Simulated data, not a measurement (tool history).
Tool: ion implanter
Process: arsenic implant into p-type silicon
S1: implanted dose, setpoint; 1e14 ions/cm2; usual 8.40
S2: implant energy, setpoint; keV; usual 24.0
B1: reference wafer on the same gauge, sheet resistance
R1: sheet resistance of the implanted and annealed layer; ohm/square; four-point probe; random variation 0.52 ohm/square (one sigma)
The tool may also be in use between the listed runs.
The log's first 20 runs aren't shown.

Run 21, day 58.433: usual settings; B1 152.93. Result: R1 153.20 ohm/square.
At day 61.521: extraction supply calibrated.
Run 22, day 62.538: usual settings but S1 9.84 1e14 ions/cm2, S2 15.5 keV; B1 153.20. Result: R1 160.08 ohm/square.
Run 23, day 65.571: usual settings but S1 9.12 1e14 ions/cm2; B1 152.90. Result: R1 146.72 ohm/square.
Run 24, day 69.638: usual settings; B1 152.92. Result: R1 153.26 ohm/square.
Run 25, day 72.792: usual settings but S1 10.21 1e14 ions/cm2, S2 30.5 keV; B1 152.96. Result: R1 128.43 ohm/square.
Run 26, day 74.792: usual settings but S1 7.17 1e14 ions/cm2, S2 29.5 keV; B1 153.09. Result: R1 161.98 ohm/square.
Run 27, day 76.496: usual settings; B1 152.96. Result: R1 154.50 ohm/square.
Run 28, day 79.879: usual settings but S1 9.16 1e14 ions/cm2, S2 30.5 keV; B1 152.90. Result: R1 137.11 ohm/square.
Run 29, day 83.467: usual settings; B1 152.93. Result: R1 154.25 ohm/square.
Run 30, day 87.396: usual settings but S1 7.53 1e14 ions/cm2, S2 17.5 keV; B1 153.05. Result: R1 178.19 ohm/square.
Run 31, day 90.958: usual settings but S1 10.90 1e14 ions/cm2; B1 153.01. Result: R1 134.70 ohm/square.
Run 32, day 99.408: usual settings but S1 10.35 1e14 ions/cm2, S2 16.5 keV; B1 153.13. Result: R1 155.84 ohm/square.
Run 33, day 102.808: usual settings but S1 7.49 1e14 ions/cm2; B1 152.78. Result: R1 167.90 ohm/square.
Run 34, day 107.279: usual settings but S1 9.99 1e14 ions/cm2, S2 18.5 keV; B1 152.84. Result: R1 153.61 ohm/square.
At day 111.075: Faraday cup replaced and dose calibrated.
Run 35, day 111.221: usual settings but S1 7.43 1e14 ions/cm2; B1 153.16. Result: R1 164.31 ohm/square.
Run 36, day 113.967: usual settings; B1 152.80. Result: R1 152.00 ohm/square.
At day 114.512: gauge calibrated.
Run 37, day 115.508: usual settings but S1 10.64 1e14 ions/cm2; B1 152.83. Result: R1 134.05 ohm/square.

Forecast each of these 4 alternatives for the next run:
Run A, day 115.525: usual settings but S1 6.09 1e14 ions/cm2; B1 ?. Result: R1 ?.
Run B, day 115.525: usual settings but S1 9.11 1e14 ions/cm2; B1 ?. Result: R1 ?.
Run C, day 115.525: usual settings but S1 9.29 1e14 ions/cm2, S2 32.0 keV; B1 ?. Result: R1 ?.
Run D, day 115.525: usual settings but S2 17.0 keV; B1 ?. Result: R1 ?.

run      B1      R1
  A  152.88  186.01
  B  152.88  144.99
  C  152.88  131.70
  D  152.88  166.22
Without the tool's hidden state the same runs would have given:
run      R1
  A  185.62
  B  144.75
  C  131.44
  D  165.99
